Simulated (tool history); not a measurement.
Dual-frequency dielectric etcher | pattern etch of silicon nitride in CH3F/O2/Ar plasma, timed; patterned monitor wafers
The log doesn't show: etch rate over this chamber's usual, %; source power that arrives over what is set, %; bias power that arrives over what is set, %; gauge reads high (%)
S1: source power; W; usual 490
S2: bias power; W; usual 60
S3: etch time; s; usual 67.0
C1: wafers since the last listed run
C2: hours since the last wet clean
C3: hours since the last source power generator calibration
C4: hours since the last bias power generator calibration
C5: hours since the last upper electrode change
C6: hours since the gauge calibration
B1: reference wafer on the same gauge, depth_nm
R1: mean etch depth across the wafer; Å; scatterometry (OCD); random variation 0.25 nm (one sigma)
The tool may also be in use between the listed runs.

{"run": 1, "hour": 0.0, "S1": 490, "S2": 60, "S3": 54.5, "C1": 0, "C2": 9.8, "C3": 1615.9, "C4": 1776.9, "C5": 4510.3, "C6": 2728.7, "B1": 50.34, "R1": 341.1}
{"run": 2, "hour": 95.9, "S1": 490, "S2": 60, "S3": 54.5, "C1": 678, "C2": 105.7, "C3": 1711.8, "C4": 1872.8, "C5": 4606.2, "C6": 2824.6, "B1": 50.35, "R1": 344.5}
{"run": 3, "hour": 192.3, "S1": 490, "S2": 60, "S3": 67.0, "C1": 682, "C2": 202.1, "C3": 1808.2, "C4": 1969.2, "C5": 4702.6, "C6": 2921.0, "B1": 50.45, "R1": 420.3}
{"run": 4, "hour": 291.4, "S1": 490, "S2": 60, "S3": 67.0, "C1": 701, "C2": 301.2, "C3": 1907.3, "C4": 2068.3, "C5": 4801.7, "C6": 3020.1, "B1": 50.47, "R1": 417.6}
{"run": 5, "hour": 382.4, "S1": 490, "S2": 60, "S3": 67.0, "C1": 644, "C2": 392.2, "C3": 1998.3, "C4": 2159.3, "C5": 4892.7, "C6": 3111.1, "B1": 50.32, "R1": 415.5}
{"hour": 423.2, "done": "gauge calibrated"}
{"run": 6, "hour": 468.5, "S1": 490, "S2": 60, "S3": 79.5, "C1": 609, "C2": 478.3, "C3": 2084.4, "C4": 2245.4, "C5": 4978.8, "C6": 45.3, "B1": 47.23, "R1": 460.4}
{"run": 7, "hour": 519.5, "S1": 490, "S2": 60, "S3": 79.5, "C1": 361, "C2": 529.3, "C3": 2135.4, "C4": 2296.4, "C5": 5029.8, "C6": 96.3, "B1": 47.4, "R1": 470.8}
{"run": 8, "hour": 614.8, "S1": 490, "S2": 68, "S3": 61.0, "C1": 674, "C2": 624.6, "C3": 2230.7, "C4": 2391.7, "C5": 5125.1, "C6": 191.6, "B1": 47.6, "R1": 377.0}
{"hour": 669.1, "done": "upper electrode replaced"}
{"run": 9, "hour": 669.6, "S1": 490, "S2": 55, "S3": 67.0, "C1": 218, "C2": 679.4, "C3": 2285.5, "C4": 2446.5, "C5": 0.5, "C6": 246.4, "B1": 47.73, "R1": 388.8}
{"hour": 739.6, "done": "wet clean of the chamber"}
{"run": 10, "hour": 758.6, "S1": 430, "S2": 65, "S3": 77.5, "C1": 460, "C2": 19.0, "C3": 2374.5, "C4": 2535.5, "C5": 89.5, "C6": 335.4, "B1": 47.92, "R1": 442.1}
{"hour": 841.5, "done": "bias power generator calibrated"}
{"run": 11, "hour": 846.2, "S1": 440, "S2": 74, "S3": 59.5, "C1": 591, "C2": 106.6, "C3": 2462.1, "C4": 4.7, "C5": 177.1, "C6": 423.0, "B1": 48.12, "R1": 362.4}
{"run": 12, "hour": 931.8, "S1": 550, "S2": 53, "S3": 58.5, "C1": 606, "C2": 192.2, "C3": 2547.7, "C4": 90.3, "C5": 262.7, "C6": 508.6, "B1": 48.35, "R1": 363.2}
{"run": 13, "hour": 1004.7, "S1": 520, "S2": 60, "S3": 67.0, "C1": 516, "C2": 265.1, "C3": 2620.6, "C4": 163.2, "C5": 335.6, "C6": 581.5, "B1": 48.44, "R1": 421.5}
{"run": 14, "hour": 1081.6, "S1": 570, "S2": 67, "S3": 57.5, "C1": 544, "C2": 342.0, "C3": 2697.5, "C4": 240.1, "C5": 412.5, "C6": 658.4, "B1": 48.62, "R1": 396.7}
{"run": 15, "hour": 1172.8, "S1": 490, "S2": 60, "S3": 60.5, "C1": 645, "C2": 433.2, "C3": 2788.7, "C4": 331.3, "C5": 503.7, "C6": 749.6, "B1": 48.69, "R1": 367.4}
{"hour": 1179.2, "done": "source power generator calibrated"}
{"run": 16, "hour": 1258.9, "S1": 440, "S2": 46, "S3": 74.0, "C1": 581, "C2": 519.3, "C3": 79.7, "C4": 417.4, "C5": 589.8, "C6": 835.7, "B1": 48.88, "R1": 383.3}
{"hour": 1498.3, "done": "wet clean of the chamber"}
{"run": 17, "hour": 1564.5, "S1": 490, "S2": 60, "S3": 75.5, "C1": 1993, "C2": 66.2, "C3": 385.3, "C4": 723.0, "C5": 895.4, "C6": 1141.3, "B1": 49.19, "R1": 461.9}
{"run": 18, "hour": 1627.2, "S1": 490, "S2": 60, "S3": 48.5, "C1": 443, "C2": 128.9, "C3": 448.0, "C4": 785.7, "C5": 958.1, "C6": 1204.0, "B1": 49.32, "R1": 300.8}
{"run": 19, "hour": 1723.9, "S1": 490, "S2": 72, "S3": 67.0, "C1": 684, "C2": 225.6, "C3": 544.7, "C4": 882.4, "C5": 1054.8, "C6": 1300.7, "B1": 49.33, "R1": 442.1}
{"run": 20, "hour": 1810.4, "S1": 490, "S2": 52, "S3": 54.5, "C1": 612, "C2": 312.1, "C3": 631.2, "C4": 968.9, "C5": 1141.3, "C6": 1387.2, "B1": 49.43, "R1": 318.1}
{"run": 21, "hour": 1915.3, "S1": 490, "S2": 60, "S3": 67.0, "C1": 742, "C2": 417.0, "C3": 736.1, "C4": 1073.8, "C5": 1246.2, "C6": 1492.1, "B1": 49.53, "R1": 413.3}
{"run": 22, "hour": 1961.2, "S1": 590, "S2": 60, "S3": 67.0, "C1": 324, "C2": 462.9, "C3": 782.0, "C4": 1119.7, "C5": 1292.1, "C6": 1538.0, "B1": 49.56, "R1": 463.1}
{"run": 23, "hour": 2006.7, "S1": 490, "S2": 60, "S3": 67.0, "C1": 322, "C2": 508.4, "C3": 827.5, "C4": 1165.2, "C5": 1337.6, "C6": 1583.5, "B1": 49.63, "R1": 413.5}
{"run": 24, "hour": 2055.7, "S1": 490, "S2": 60, "S3": 67.0, "C1": 346, "C2": 557.4, "C3": 876.5, "C4": 1214.2, "C5": 1386.6, "C6": 1632.5, "B1": 49.65, "R1": 414.5}
{"run": 25, "hour": 2147.9, "S1": 490, "S2": 60, "S3": 67.0, "C1": 652, "C2": 649.6, "C3": 968.7, "C4": 1306.4, "C5": 1478.8, "C6": 1724.7, "B1": 49.75, "R1": 413.2}
{"run": 26, "hour": 2226.5, "S1": 400, "S2": 47, "S3": 67.0, "C1": 556, "C2": 728.2, "C3": 1047.3, "C4": 1385.0, "C5": 1557.4, "C6": 1803.3, "B1": 49.74, "R1": 331.3}
{"hour": 2272.1, "done": "wet clean of the chamber"}
{"run": 27, "hour": 2309.5, "S1": 430, "S2": 60, "S3": 67.0, "C1": 417, "C2": 37.4, "C3": 1130.3, "C4": 1468.0, "C5": 1640.4, "C6": 1886.3, "B1": 49.82, "R1": 381.6}
{"run": 28, "hour": 2356.1, "S1": 440, "S2": 51, "S3": 67.0, "C1": 329, "C2": 84.0, "C3": 1176.9, "C4": 1514.6, "C5": 1687.0, "C6": 1932.9, "B1": 49.85, "R1": 364.6}
{"run": 29, "hour": 2473.9, "S1": 530, "S2": 49, "S3": 76.0, "C1": 834, "C2": 201.8, "C3": 1294.7, "C4": 1632.4, "C5": 1804.8, "C6": 2050.7, "B1": 49.85, "R1": 462.8}

The same runs without the tool's hidden state, with the same run-to-run variation:
run=1 R1=319.2
run=2 R1=322.1
run=3 R1=392.9
run=4 R1=390.2
run=5 R1=388.0
run=6 R1=459.2
run=7 R1=468.2
run=8 R1=372.9
run=9 R1=383.5
run=10 R1=434.2
run=11 R1=354.6
run=12 R1=354.2
run=13 R1=409.9
run=14 R1=384.7
run=15 R1=355.2
run=16 R1=369.7
run=17 R1=442.0
run=18 R1=287.5
run=19 R1=421.8
run=20 R1=303.0
run=21 R1=393.0
run=22 R1=440.0
run=23 R1=392.7
run=24 R1=393.3
run=25 R1=391.6
run=26 R1=313.7
run=27 R1=361.0
run=28 R1=344.7
run=29 R1=437.1
